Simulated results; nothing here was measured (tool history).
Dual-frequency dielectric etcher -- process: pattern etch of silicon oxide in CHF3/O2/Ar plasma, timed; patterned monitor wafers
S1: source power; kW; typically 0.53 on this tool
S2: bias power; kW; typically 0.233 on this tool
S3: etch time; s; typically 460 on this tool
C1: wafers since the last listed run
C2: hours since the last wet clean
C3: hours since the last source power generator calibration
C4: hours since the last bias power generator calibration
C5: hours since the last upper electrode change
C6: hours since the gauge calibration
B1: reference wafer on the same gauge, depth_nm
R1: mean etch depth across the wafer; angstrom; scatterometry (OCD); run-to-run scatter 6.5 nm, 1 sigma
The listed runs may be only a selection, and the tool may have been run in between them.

{"run": 1, "day": 0.0, "S1": 0.53, "S2": 0.233, "S3": 377, "C1": 0, "C2": 169.5, "C3": 3146.3, "C4": 3552.1, "C5": 3879.1, "C6": 465.7, "B1": 926, "R1": 7628}
{"run": 2, "day": 1.658, "S1": 0.53, "S2": 0.233, "S3": 377, "C1": 149, "C2": 209.3, "C3": 3186.1, "C4": 3591.9, "C5": 3918.9, "C6": 505.5, "B1": 927.8, "R1": 7628}
{"run": 3, "day": 4.2, "S1": 0.53, "S2": 0.233, "S3": 377, "C1": 228, "C2": 270.3, "C3": 3247.1, "C4": 3652.9, "C5": 3979.9, "C6": 566.5, "B1": 926.9, "R1": 7598}
{"run": 4, "day": 6.629, "S1": 0.53, "S2": 0.233, "S3": 460, "C1": 218, "C2": 328.6, "C3": 3305.4, "C4": 3711.2, "C5": 4038.2, "C6": 624.8, "B1": 927, "R1": 9270}
{"run": 5, "day": 8.112, "S1": 0.53, "S2": 0.233, "S3": 381.5, "C1": 133, "C2": 364.2, "C3": 3341, "C4": 3746.8, "C5": 4073.8, "C6": 660.4, "B1": 926.1, "R1": 7769}
{"run": 6, "day": 9.175, "S1": 0.53, "S2": 0.233, "S3": 460, "C1": 95, "C2": 389.7, "C3": 3366.5, "C4": 3772.3, "C5": 4099.3, "C6": 685.9, "B1": 926, "R1": 9241}
{"run": 7, "day": 10.446, "S1": 0.53, "S2": 0.233, "S3": 494.5, "C1": 114, "C2": 420.2, "C3": 3397, "C4": 3802.8, "C5": 4129.8, "C6": 716.4, "B1": 925.7, "R1": 9942}
{"day": 12.017, "done": "wet clean of the chamber"}
{"run": 8, "day": 12.108, "S1": 0.53, "S2": 0.233, "S3": 494.5, "C1": 59, "C2": 2.2, "C3": 3436.9, "C4": 3842.7, "C5": 4169.7, "C6": 756.3, "B1": 928.9, "R1": 10149}
{"run": 9, "day": 14.083, "S1": 0.53, "S2": 0.233, "S3": 494.5, "C1": 177, "C2": 49.6, "C3": 3484.3, "C4": 3890.1, "C5": 4217.1, "C6": 803.7, "B1": 924.7, "R1": 10073}
{"day": 14.958, "done": "gauge calibrated"}
{"run": 10, "day": 15.117, "S1": 0.46, "S2": 0.204, "S3": 460, "C1": 92, "C2": 74.4, "C3": 3509.1, "C4": 3914.9, "C5": 4241.9, "C6": 3.8, "B1": 925.8, "R1": 8677}
{"day": 15.804, "done": "bias power generator calibrated"}
{"run": 11, "day": 16.646, "S1": 0.53, "S2": 0.233, "S3": 377, "C1": 122, "C2": 111.1, "C3": 3545.8, "C4": 20.2, "C5": 4278.6, "C6": 40.5, "B1": 927.2, "R1": 7674}
{"day": 18.479, "done": "upper electrode replaced"}
{"run": 12, "day": 18.558, "S1": 0.53, "S2": 0.283, "S3": 593, "C1": 82, "C2": 157, "C3": 3591.7, "C4": 66.1, "C5": 1.9, "C6": 86.4, "B1": 924.1, "R1": 12818}
{"day": 20.4, "done": "source power generator calibrated"}
{"run": 13, "day": 21.042, "S1": 0.53, "S2": 0.233, "S3": 496, "C1": 208, "C2": 216.6, "C3": 15.4, "C4": 125.7, "C5": 61.5, "C6": 146, "B1": 926.9, "R1": 10064}
{"run": 14, "day": 22.262, "S1": 0.48, "S2": 0.177, "S3": 542.5, "C1": 109, "C2": 245.9, "C3": 44.7, "C4": 155, "C5": 90.8, "C6": 175.3, "B1": 926.2, "R1": 9965}
{"run": 15, "day": 24.617, "S1": 0.64, "S2": 0.233, "S3": 460, "C1": 211, "C2": 302.4, "C3": 101.2, "C4": 211.5, "C5": 147.3, "C6": 231.8, "B1": 925.6, "R1": 9747}
{"day": 27.529, "done": "wet clean of the chamber"}
{"run": 16, "day": 27.55, "S1": 0.6, "S2": 0.192, "S3": 460, "C1": 173, "C2": 0.5, "C3": 171.6, "C4": 281.9, "C5": 217.7, "C6": 302.2, "B1": 925.4, "R1": 9053}
{"run": 17, "day": 29.238, "S1": 0.53, "S2": 0.233, "S3": 460, "C1": 151, "C2": 41, "C3": 212.1, "C4": 322.4, "C5": 258.2, "C6": 342.7, "B1": 924.7, "R1": 9323}
{"run": 18, "day": 30.492, "S1": 0.53, "S2": 0.233, "S3": 460, "C1": 112, "C2": 71.1, "C3": 242.2, "C4": 352.5, "C5": 288.3, "C6": 372.8, "B1": 925.3, "R1": 9383}
{"run": 19, "day": 32.442, "S1": 0.53, "S2": 0.233, "S3": 460, "C1": 175, "C2": 117.9, "C3": 289, "C4": 399.3, "C5": 335.1, "C6": 419.6, "B1": 925.7, "R1": 9301}

5 ways to go on from here, each from the tool as it stands after run 19. What would each give?
{"run": "A", "day": 32.462, "S1": 0.53, "S2": 0.26, "S3": 460, "C1": 1, "C2": 118.4, "C3": 289.5, "C4": 399.8, "C5": 335.6, "C6": 420.1, "B1": "?", "R1": "?"}
{"run": "B", "day": 32.462, "S1": 0.4, "S2": 0.278, "S3": 528, "C1": 1, "C2": 118.4, "C3": 289.5, "C4": 399.8, "C5": 335.6, "C6": 420.1, "B1": "?", "R1": "?"}
{"run": "C", "day": 32.462, "S1": 0.61, "S2": 0.192, "S3": 501, "C1": 1, "C2": 118.4, "C3": 289.5, "C4": 399.8, "C5": 335.6, "C6": 420.1, "B1": "?", "R1": "?"}
{"run": "D", "day": 32.462, "S1": 0.48, "S2": 0.217, "S3": 460, "C1": 1, "C2": 118.4, "C3": 289.5, "C4": 399.8, "C5": 335.6, "C6": 420.1, "B1": "?", "R1": "?"}
{"run": "E", "day": 32.462, "S1": 0.65, "S2": 0.233, "S3": 529.5, "C1": 1, "C2": 118.4, "C3": 289.5, "C4": 399.8, "C5": 335.6, "C6": 420.1, "B1": "?", "R1": "?"}

run=A B1=926.1 R1=9525
run=B B1=926.1 R1=10479
run=C B1=926.1 R1=9885
run=D B1=926.1 R1=8854
run=E B1=926.1 R1=11172
The same runs, with their run-to-run variation unchanged, on a tool lacking any hidden condition would have given:
run=A R1=9525
run=B R1=10479
run=C R1=9885
run=D R1=8854
run=E R1=11172
